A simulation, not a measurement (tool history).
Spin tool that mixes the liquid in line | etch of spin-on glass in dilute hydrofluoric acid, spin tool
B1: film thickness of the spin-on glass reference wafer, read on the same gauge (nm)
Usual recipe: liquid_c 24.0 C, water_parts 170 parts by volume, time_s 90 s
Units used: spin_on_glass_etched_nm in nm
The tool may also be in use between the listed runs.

{"run": 1, "hour": 0.0, "liquid_c": 24.0, "water_parts": 170, "time_s": 125, "B1": 60.0, "spin_on_glass_etched_nm": 34.56}
{"run": 2, "hour": 32.4, "liquid_c": 24.0, "water_parts": 170, "time_s": 125, "B1": 59.97, "spin_on_glass_etched_nm": 34.55}
{"run": 3, "hour": 45.6, "liquid_c": 24.0, "water_parts": 170, "time_s": 125, "B1": 60.01, "spin_on_glass_etched_nm": 34.64}
{"run": 4, "hour": 69.2, "liquid_c": 24.0, "water_parts": 170, "time_s": 135, "B1": 59.96, "spin_on_glass_etched_nm": 37.39}
{"run": 5, "hour": 89.5, "liquid_c": 24.0, "water_parts": 170, "time_s": 90, "B1": 60.0, "spin_on_glass_etched_nm": 25.04}
{"hour": 113.8, "done": "gauge calibrated"}
{"run": 6, "hour": 116.3, "liquid_c": 24.0, "water_parts": 170, "time_s": 90, "B1": 60.02, "spin_on_glass_etched_nm": 24.99}
{"hour": 139.9, "done": "thermometer replaced"}
{"run": 7, "hour": 148.2, "liquid_c": 24.0, "water_parts": 170, "time_s": 90, "B1": 60.0, "spin_on_glass_etched_nm": 24.95}
{"hour": 154.5, "done": "hydrofluoric acid flow meter replaced"}
{"run": 8, "hour": 165.1, "liquid_c": 24.0, "water_parts": 170, "time_s": 90, "B1": 60.0, "spin_on_glass_etched_nm": 22.14}
{"run": 9, "hour": 182.5, "liquid_c": 19.5, "water_parts": 170, "time_s": 35, "B1": 60.02, "spin_on_glass_etched_nm": 7.32}
{"run": 10, "hour": 198.0, "liquid_c": 22.5, "water_parts": 170, "time_s": 105, "B1": 60.01, "spin_on_glass_etched_nm": 24.68}
{"run": 11, "hour": 215.7, "liquid_c": 21.0, "water_parts": 120, "time_s": 55, "B1": 60.01, "spin_on_glass_etched_nm": 18.24}
{"run": 12, "hour": 251.1, "liquid_c": 24.0, "water_parts": 170, "time_s": 40, "B1": 59.99, "spin_on_glass_etched_nm": 9.97}
{"run": 13, "hour": 267.7, "liquid_c": 24.0, "water_parts": 170, "time_s": 90, "B1": 59.98, "spin_on_glass_etched_nm": 22.55}
{"run": 14, "hour": 281.6, "liquid_c": 21.5, "water_parts": 170, "time_s": 135, "B1": 60.01, "spin_on_glass_etched_nm": 30.71}

5 options for the next run, each taken on its own from the tool as it stands now. Forecast them:
{"run": "A", "hour": 282.0, "liquid_c": 24.0, "water_parts": 250, "time_s": 90, "B1": "?", "spin_on_glass_etched_nm": "?"}
{"run": "B", "hour": 282.0, "liquid_c": 20.5, "water_parts": 230, "time_s": 55, "B1": "?", "spin_on_glass_etched_nm": "?"}
{"run": "C", "hour": 282.0, "liquid_c": 21.0, "water_parts": 240, "time_s": 130, "B1": "?", "spin_on_glass_etched_nm": "?"}
{"run": "D", "hour": 282.0, "liquid_c": 26.5, "water_parts": 190, "time_s": 60, "B1": "?", "spin_on_glass_etched_nm": "?"}
{"run": "E", "hour": 282.0, "liquid_c": 27.5, "water_parts": 170, "time_s": 90, "B1": "?", "spin_on_glass_etched_nm": "?"}

run=A B1=60.00 spin_on_glass_etched_nm=13.95
run=B B1=60.00 spin_on_glass_etched_nm=8.31
run=C B1=60.00 spin_on_glass_etched_nm=18.99
run=D B1=60.00 spin_on_glass_etched_nm=14.28
run=E B1=60.00 spin_on_glass_etched_nm=25.41
With the hidden condition removed and each run's random variation left untouched, the same runs would have given:
run=A spin_on_glass_etched_nm=13.72
run=B spin_on_glass_etched_nm=8.17
run=C spin_on_glass_etched_nm=18.68
run=D spin_on_glass_etched_nm=14.05
run=E spin_on_glass_etched_nm=25.01
